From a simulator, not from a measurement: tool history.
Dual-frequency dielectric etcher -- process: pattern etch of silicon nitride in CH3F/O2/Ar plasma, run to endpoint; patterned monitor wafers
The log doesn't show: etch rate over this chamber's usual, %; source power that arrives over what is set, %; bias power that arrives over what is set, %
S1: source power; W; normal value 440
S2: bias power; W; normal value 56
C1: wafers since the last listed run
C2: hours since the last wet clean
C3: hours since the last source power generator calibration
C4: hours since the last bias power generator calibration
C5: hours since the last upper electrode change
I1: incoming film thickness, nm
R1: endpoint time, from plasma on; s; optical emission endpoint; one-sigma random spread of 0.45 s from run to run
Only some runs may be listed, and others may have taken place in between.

run	hour	S1	S2	C1	C2	C3	C4	C5	I1	R1
1	0	440	56	0	0.5	3356.7	2195.2	1600.8	45.83	75.9
2	53.8	490	56	475	54.3	3410.5	2249	1654.6	46.28	71.2
3	93.3	490	56	349	93.8	3450	2288.5	1694.1	45.77	69.8
4	132.6	490	56	347	133.1	3489.3	2327.8	1733.4	45.7	70
5	180.8	440	56	426	181.3	3537.5	2376	1781.6	45.44	74.1
6	241.5	440	56	537	242	3598.2	2436.7	1842.3	46.31	76.1
7	270.1	440	56	253	270.6	3626.8	2465.3	1870.9	45.77	74.8
8	408.9	440	56	1227	409.4	3765.6	2604.1	2009.7	45.75	74.1
9	446.3	440	56	330	446.8	3803	2641.5	2047.1	45.84	74.9
# hour 493.2: wet clean of the chamber
10	516.1	440	56	405	22.9	3872.8	2711.3	2116.9	45.75	76
11	558.9	440	56	378	65.7	3915.6	2754.1	2159.7	45.76	75
12	596.9	440	61	336	103.7	3953.6	2792.1	2197.7	45.89	72.7
13	625	440	65	248	131.8	3981.7	2820.2	2225.8	45.76	70.8
14	658.8	440	65	299	165.6	4015.5	2854	2259.6	45.72	71.8
# hour 724.2: source power generator calibrated
15	724.7	440	65	547	231.5	0.5	2919.9	2325.5	45.46	70.3
16	762.8	410	50	337	269.6	38.6	2958	2363.6	45.88	80.4
17	822.7	390	68	529	329.5	98.5	3017.9	2423.5	45.31	74.7
18	862.8	480	61	354	369.6	138.6	3058	2463.6	45.61	67.6
# hour 869.5: bias power generator calibrated
19	926.3	510	63	526	433.1	202.1	56.8	2527.1	45.89	66.1
20	960.1	440	56	299	466.9	235.9	90.6	2560.9	45.35	73
21	1005.9	440	56	405	512.7	281.7	136.4	2606.7	45.22	73.3
# hour 1041.5: wet clean of the chamber
22	1042	380	48	107	0.5	317.8	172.5	2642.8	45.72	86.2
23	1090.5	480	67	429	49	366.3	221	2691.3	46.28	67.6
24	1155.7	380	56	576	114.2	431.5	286.2	2756.5	45.61	82.4
# hour 1223.3: upper electrode replaced
25	1223.8	440	47	390	182.3	499.6	354.3	0.5	45.81	77.7
26	1276.5	440	65	466	235	552.3	407	53.2	46	70.7
27	1304.8	540	56	250	263.3	580.6	435.3	81.5	45.58	65.1
28	1337.9	550	42	292	296.4	613.7	468.4	114.6	45.69	69.5
29	1369.6	440	44	280	328.1	645.4	500.1	146.3	46.09	78.5
30	1429.4	520	47	529	387.9	705.2	559.9	206.1	45.79	69.4
31	1485	410	50	491	443.5	760.8	615.5	261.7	45.71	78.9
32	1523.2	510	44	337	481.7	799	653.7	299.9	45.65	71.2
33	1552.2	440	49	256	510.7	828	682.7	328.9	45.78	75.9
# hour 1638.4: wet clean of the chamber
34	1638.9	440	60	554	0.5	914.7	769.4	415.6	46	73.8
35	1659.5	390	56	182	21.1	935.3	790	436.2	45.31	79.8

For each run, what was the tool's unlogged condition?
source power that arrives over what is set, %: 0 across all the runs
bias power that arrives over what is set, %: 0 across all the runs
H1: etch rate over this chamber's usual, %
run	H1
1	-0.729
2	-0.47
3	-0.279
4	-0.0896
5	0.143
6	0.436
7	0.574
8	1.24
9	1.42
10	-0.345
11	-0.138
12	0.0452
13	0.181
14	0.344
15	0.662
16	0.846
17	1.13
18	1.33
19	1.63
20	1.8
21	2.02
22	0.043
23	0.277
24	0.592
25	0.92
26	1.17
27	1.31
28	1.47
29	1.62
30	1.91
31	2.18
32	2.37
33	2.5
34	-0.346
35	-0.246

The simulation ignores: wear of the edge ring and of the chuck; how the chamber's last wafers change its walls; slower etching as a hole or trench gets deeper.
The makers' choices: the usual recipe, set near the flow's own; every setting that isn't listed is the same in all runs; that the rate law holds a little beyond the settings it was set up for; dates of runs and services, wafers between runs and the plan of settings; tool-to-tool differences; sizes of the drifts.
